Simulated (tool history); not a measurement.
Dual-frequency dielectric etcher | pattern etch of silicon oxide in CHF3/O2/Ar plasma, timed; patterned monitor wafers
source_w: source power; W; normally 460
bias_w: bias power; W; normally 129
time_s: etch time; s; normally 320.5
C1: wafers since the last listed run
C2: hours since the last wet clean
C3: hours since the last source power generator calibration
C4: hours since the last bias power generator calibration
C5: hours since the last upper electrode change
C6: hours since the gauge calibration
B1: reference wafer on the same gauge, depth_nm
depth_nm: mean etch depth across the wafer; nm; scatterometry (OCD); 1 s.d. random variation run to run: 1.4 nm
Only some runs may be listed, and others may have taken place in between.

run 1 hour=0 | source_w=460 bias_w=129 time_s=320.5 | C1=0 C2=288.2 C3=95.7 C4=2689.7 C5=1691.9 C6=736.6 | B1=477 | depth_nm=510.8
run 2 hour=31.9 | source_w=460 bias_w=129 time_s=320.5 | C1=145 C2=320.1 C3=127.6 C4=2721.6 C5=1723.8 C6=768.5 | B1=477.1 | depth_nm=510.5
run 3 hour=47.9 | source_w=400 bias_w=129 time_s=320.5 | C1=73 C2=336.1 C3=143.6 C4=2737.6 C5=1739.8 C6=784.5 | B1=477.6 | depth_nm=478.6
run 4 hour=74.6 | source_w=400 bias_w=129 time_s=320.5 | C1=122 C2=362.8 C3=170.3 C4=2764.3 C5=1766.5 C6=811.2 | B1=477.4 | depth_nm=475.7
run 5 hour=99.6 | source_w=400 bias_w=129 time_s=320.5 | C1=114 C2=387.8 C3=195.3 C4=2789.3 C5=1791.5 C6=836.2 | B1=477 | depth_nm=477.6
run 6 hour=117.6 | source_w=460 bias_w=129 time_s=377.5 | C1=82 C2=405.8 C3=213.3 C4=2807.3 C5=1809.5 C6=854.2 | B1=477.4 | depth_nm=601.6
run 7 hour=149.3 | source_w=460 bias_w=129 time_s=320.5 | C1=144 C2=437.5 C3=245 C4=2839 C5=1841.2 C6=885.9 | B1=477.1 | depth_nm=511.9
run 8 hour=162.9 | source_w=490 bias_w=113 time_s=391.5 | C1=62 C2=451.1 C3=258.6 C4=2852.6 C5=1854.8 C6=899.5 | B1=477.7 | depth_nm=606.3
run 9 hour=191.3 | source_w=560 bias_w=107 time_s=269.5 | C1=129 C2=479.5 C3=287 C4=2881 C5=1883.2 C6=927.9 | B1=476.5 | depth_nm=436.7
-- hour=205.4 gauge calibrated
-- hour=220.2 wet clean of the chamber
run 10 hour=220.7 | source_w=350 bias_w=101 time_s=275 | C1=24 C2=0.5 C3=316.4 C4=2910.4 C5=1912.6 C6=15.3 | B1=477.1 | depth_nm=344.4
run 11 hour=247.3 | source_w=460 bias_w=129 time_s=320.5 | C1=121 C2=27.1 C3=343 C4=2937 C5=1939.2 C6=41.9 | B1=476.9 | depth_nm=507.6
-- hour=287.1 upper electrode replaced, of another model than before
run 12 hour=287.6 | source_w=530 bias_w=147 time_s=364 | C1=74 C2=67.4 C3=383.3 C4=2977.3 C5=0.5 C6=82.2 | B1=476.8 | depth_nm=667.2
run 13 hour=305.2 | source_w=460 bias_w=129 time_s=247.5 | C1=80 C2=85 C3=400.9 C4=2994.9 C5=18.1 C6=99.8 | B1=477.5 | depth_nm=395.2
run 14 hour=335.6 | source_w=460 bias_w=142 time_s=320.5 | C1=139 C2=115.4 C3=431.3 C4=3025.3 C5=48.5 C6=130.2 | B1=476.8 | depth_nm=527.2
run 15 hour=364.7 | source_w=420 bias_w=98 time_s=280 | C1=133 C2=144.5 C3=460.4 C4=3054.4 C5=77.6 C6=159.3 | B1=476.6 | depth_nm=390.5
run 16 hour=382.7 | source_w=520 bias_w=119 time_s=357.5 | C1=82 C2=162.5 C3=478.4 C4=3072.4 C5=95.6 C6=177.3 | B1=476.7 | depth_nm=612.3

For run 17, what comes out?
run 17 hour=416.4 | source_w=550 bias_w=129 time_s=292 | C1=154 C2=196.2 C3=512.1 C4=3106.1 C5=129.3 C6=211 | B1=? | depth_nm=?

B1: 477
depth_nm: 527.5 nm
Minus the tool's unlogged condition, the same run would have read depth_nm 534.6 nm.
